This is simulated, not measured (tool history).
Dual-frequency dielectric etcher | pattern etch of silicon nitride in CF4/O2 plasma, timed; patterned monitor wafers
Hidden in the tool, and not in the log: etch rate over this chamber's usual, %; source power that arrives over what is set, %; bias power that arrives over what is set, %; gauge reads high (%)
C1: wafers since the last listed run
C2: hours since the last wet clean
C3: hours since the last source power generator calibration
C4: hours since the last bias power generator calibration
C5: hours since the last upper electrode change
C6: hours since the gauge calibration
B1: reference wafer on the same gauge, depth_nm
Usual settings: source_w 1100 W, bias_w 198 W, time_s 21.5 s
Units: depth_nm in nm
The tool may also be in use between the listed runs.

{"run": 1, "day": 0.0, "source_w": 1100, "bias_w": 198, "time_s": 24.0, "C1": 0, "C2": 153.8, "C3": 3051.2, "C4": 2856.8, "C5": 1594.4, "C6": 545.6, "B1": 102.1, "depth_nm": 95.6}
{"run": 2, "day": 2.208, "source_w": 1100, "bias_w": 198, "time_s": 24.0, "C1": 931, "C2": 206.8, "C3": 3104.2, "C4": 2909.8, "C5": 1647.4, "C6": 598.6, "B1": 102.3, "depth_nm": 95.8}
{"run": 3, "day": 5.842, "source_w": 1100, "bias_w": 198, "time_s": 21.5, "C1": 1532, "C2": 294.0, "C3": 3191.4, "C4": 2997.0, "C5": 1734.6, "C6": 685.8, "B1": 102.1, "depth_nm": 85.1}
{"run": 4, "day": 8.1, "source_w": 1100, "bias_w": 198, "time_s": 21.5, "C1": 952, "C2": 348.2, "C3": 3245.6, "C4": 3051.2, "C5": 1788.8, "C6": 740.0, "B1": 102.3, "depth_nm": 85.8}
{"run": 5, "day": 9.733, "source_w": 1100, "bias_w": 198, "time_s": 21.5, "C1": 688, "C2": 387.4, "C3": 3284.8, "C4": 3090.4, "C5": 1828.0, "C6": 779.2, "B1": 102.2, "depth_nm": 85.0}
{"run": 6, "day": 13.717, "source_w": 1100, "bias_w": 198, "time_s": 21.5, "C1": 1679, "C2": 483.0, "C3": 3380.4, "C4": 3186.0, "C5": 1923.6, "C6": 874.8, "B1": 102.2, "depth_nm": 85.1}
{"day": 20.517, "done": "source power generator calibrated"}
{"day": 22.471, "done": "wet clean of the chamber"}
{"run": 7, "day": 22.492, "source_w": 1100, "bias_w": 198, "time_s": 21.5, "C1": 3208, "C2": 0.5, "C3": 47.4, "C4": 3396.6, "C5": 2134.2, "C6": 1085.4, "B1": 102.4, "depth_nm": 85.6}
{"run": 8, "day": 23.479, "source_w": 1100, "bias_w": 198, "time_s": 21.5, "C1": 416, "C2": 24.2, "C3": 71.1, "C4": 3420.3, "C5": 2157.9, "C6": 1109.1, "B1": 102.2, "depth_nm": 85.3}
{"run": 9, "day": 25.567, "source_w": 1100, "bias_w": 198, "time_s": 21.5, "C1": 880, "C2": 74.3, "C3": 121.2, "C4": 3470.4, "C5": 2208.0, "C6": 1159.2, "B1": 102.0, "depth_nm": 85.6}
{"run": 10, "day": 33.433, "source_w": 1100, "bias_w": 198, "time_s": 21.5, "C1": 3317, "C2": 263.1, "C3": 310.0, "C4": 3659.2, "C5": 2396.8, "C6": 1348.0, "B1": 102.1, "depth_nm": 85.8}
{"run": 11, "day": 37.792, "source_w": 1100, "bias_w": 198, "time_s": 21.5, "C1": 1837, "C2": 367.7, "C3": 414.6, "C4": 3763.8, "C5": 2501.4, "C6": 1452.6, "B1": 102.3, "depth_nm": 85.3}
{"day": 39.658, "done": "upper electrode replaced"}
{"run": 12, "day": 40.071, "source_w": 1100, "bias_w": 177, "time_s": 21.5, "C1": 539, "C2": 422.4, "C3": 469.3, "C4": 3818.5, "C5": 9.9, "C6": 1507.3, "B1": 102.2, "depth_nm": 82.4}
{"run": 13, "day": 42.062, "source_w": 1100, "bias_w": 198, "time_s": 21.5, "C1": 839, "C2": 470.2, "C3": 517.1, "C4": 3866.3, "C5": 57.7, "C6": 1555.1, "B1": 102.2, "depth_nm": 85.9}
{"run": 14, "day": 44.371, "source_w": 1340, "bias_w": 180, "time_s": 21.5, "C1": 973, "C2": 525.6, "C3": 572.5, "C4": 3921.7, "C5": 113.1, "C6": 1610.5, "B1": 102.2, "depth_nm": 99.4}
{"day": 45.821, "done": "gauge calibrated"}
{"run": 15, "day": 46.004, "source_w": 910, "bias_w": 240, "time_s": 16.5, "C1": 688, "C2": 564.8, "C3": 611.7, "C4": 3960.9, "C5": 152.3, "C6": 4.4, "B1": 102.3, "depth_nm": 58.4}
{"day": 49.629, "done": "wet clean of the chamber"}
{"run": 16, "day": 49.65, "source_w": 890, "bias_w": 198, "time_s": 21.5, "C1": 1115, "C2": 0.5, "C3": 699.2, "C4": 4048.4, "C5": 239.8, "C6": 91.9, "B1": 102.1, "depth_nm": 69.5}
{"day": 53.679, "done": "bias power generator calibrated"}
{"run": 17, "day": 60.342, "source_w": 960, "bias_w": 181, "time_s": 21.5, "C1": 4438, "C2": 257.1, "C3": 955.8, "C4": 159.9, "C5": 496.4, "C6": 348.5, "B1": 102.3, "depth_nm": 72.6}
{"run": 18, "day": 62.333, "source_w": 1210, "bias_w": 224, "time_s": 20.0, "C1": 839, "C2": 304.9, "C3": 1003.6, "C4": 207.7, "C5": 544.2, "C6": 396.3, "B1": 102.2, "depth_nm": 91.4}
{"run": 19, "day": 65.788, "source_w": 1100, "bias_w": 198, "time_s": 21.5, "C1": 1456, "C2": 387.8, "C3": 1086.5, "C4": 290.6, "C5": 627.1, "C6": 479.2, "B1": 102.2, "depth_nm": 85.3}
{"run": 20, "day": 68.1, "source_w": 1100, "bias_w": 198, "time_s": 27.5, "C1": 975, "C2": 443.3, "C3": 1142.0, "C4": 346.1, "C5": 682.6, "C6": 534.7, "B1": 102.3, "depth_nm": 109.2}
{"day": 72.017, "done": "wet clean of the chamber"}
{"run": 21, "day": 72.475, "source_w": 1100, "bias_w": 198, "time_s": 21.5, "C1": 1423, "C2": 11.0, "C3": 1247.0, "C4": 451.1, "C5": 787.6, "C6": 639.7, "B1": 102.2, "depth_nm": 85.1}
{"run": 22, "day": 74.925, "source_w": 1100, "bias_w": 198, "time_s": 21.5, "C1": 1033, "C2": 69.8, "C3": 1305.8, "C4": 509.9, "C5": 846.4, "C6": 698.5, "B1": 102.1, "depth_nm": 85.9}
{"run": 23, "day": 76.85, "source_w": 1100, "bias_w": 198, "time_s": 17.0, "C1": 811, "C2": 116.0, "C3": 1352.0, "C4": 556.1, "C5": 892.6, "C6": 744.7, "B1": 102.2, "depth_nm": 68.1}
{"run": 24, "day": 79.75, "source_w": 1100, "bias_w": 198, "time_s": 21.5, "C1": 1222, "C2": 185.6, "C3": 1421.6, "C4": 625.7, "C5": 962.2, "C6": 814.3, "B1": 102.3, "depth_nm": 85.3}

The next listed run, before its measurement:
{"run": 25, "day": 82.188, "source_w": 920, "bias_w": 162, "time_s": 23.5, "C1": 1027, "C2": 244.1, "C3": 1480.1, "C4": 684.2, "C5": 1020.7, "C6": 872.8, "B1": "?", "depth_nm": "?"}

B1: 102.2
depth_nm: 73.2 nm
Without the tool's hidden state the same run would have given depth_nm 73.2 nm.

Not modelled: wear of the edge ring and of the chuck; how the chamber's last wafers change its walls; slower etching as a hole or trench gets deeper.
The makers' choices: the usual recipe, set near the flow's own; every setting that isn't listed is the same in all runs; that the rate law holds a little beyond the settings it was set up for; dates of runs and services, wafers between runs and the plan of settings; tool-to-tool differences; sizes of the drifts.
